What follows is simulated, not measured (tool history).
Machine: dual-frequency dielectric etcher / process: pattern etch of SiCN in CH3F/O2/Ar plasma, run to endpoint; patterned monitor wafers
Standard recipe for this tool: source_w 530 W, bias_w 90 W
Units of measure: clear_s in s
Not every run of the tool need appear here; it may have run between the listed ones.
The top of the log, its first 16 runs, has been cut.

run	hour	source_w	bias_w	wafers since the last listed run	hours since the last wet clean	hours since the last source power generator calibration	hours since the last bias power generator calibration	hours since the last upper electrode change	incoming incoming film thickness, nm	clear_s
# hour 743.8: wet clean of the chamber
17	894.2	500	90	2269	150.4	494.2	2515.8	276.1	8.45	20.8
18	925.6	490	105	449	181.8	525.6	2547.2	307.5	8.4	19.5
19	989.3	440	74	911	245.5	589.3	2610.9	371.2	8.27	23
# hour 1008.7: bias power generator calibrated
20	1056.6	470	90	906	312.8	656.6	47.9	438.5	8.4	21
21	1109.9	530	90	763	366.1	709.9	101.2	491.8	8.43	20.5
# hour 1135.7: wet clean of the chamber
22	1165.2	530	107	448	29.5	765.2	156.5	547.1	8.4	18.3
23	1220.5	660	103	791	84.8	820.5	211.8	602.4	8.3	17.3
24	1258.2	410	98	539	122.5	858.2	249.5	640.1	8.42	20.9
25	1294.4	430	90	518	158.7	894.4	285.7	676.3	8.4	21.3
26	1417.1	580	77	1756	281.4	1017.1	408.4	799	8.47	21.1
27	1476	600	75	843	340.3	1076	467.3	857.9	8.33	20.9
28	1510.6	440	69	495	374.9	1110.6	501.9	892.5	8.43	24.4
29	1543.7	530	90	473	408	1143.7	535	925.6	8.39	20.6
# hour 1610: wet clean of the chamber
30	1610.5	530	90	612	0.5	1210.5	601.8	992.4	8.4	19.8
31	1640.8	530	90	433	30.8	1240.8	632.1	1022.7	8.41	19.8
32	1667.6	460	69	383	57.6	1267.6	658.9	1049.5	8.34	22.8
33	1696.9	530	82	419	86.9	1296.9	688.2	1078.8	8.43	20.7
34	1744.5	420	72	681	134.5	1344.5	735.8	1126.4	8.4	23.6
35	1786.8	640	90	605	176.8	1386.8	778.1	1168.7	8.32	18.8

What if the next run were any one of these 4? Each begins from the tool's condition after run 35:
A	1787.2	530	90	5	177.2	1387.2	778.5	1169.1	8.44	?
B	1787.2	470	100	5	177.2	1387.2	778.5	1169.1	8.44	?
C	1787.2	620	73	5	177.2	1387.2	778.5	1169.1	8.44	?
D	1787.2	590	110	5	177.2	1387.2	778.5	1169.1	8.44	?

run	clear_s
A	20.3
B	20.2
C	20.9
D	18.1
What these runs would have given with no unlogged condition in the tool:
run	clear_s
A	19.7
B	19.7
C	20.4
D	17.6
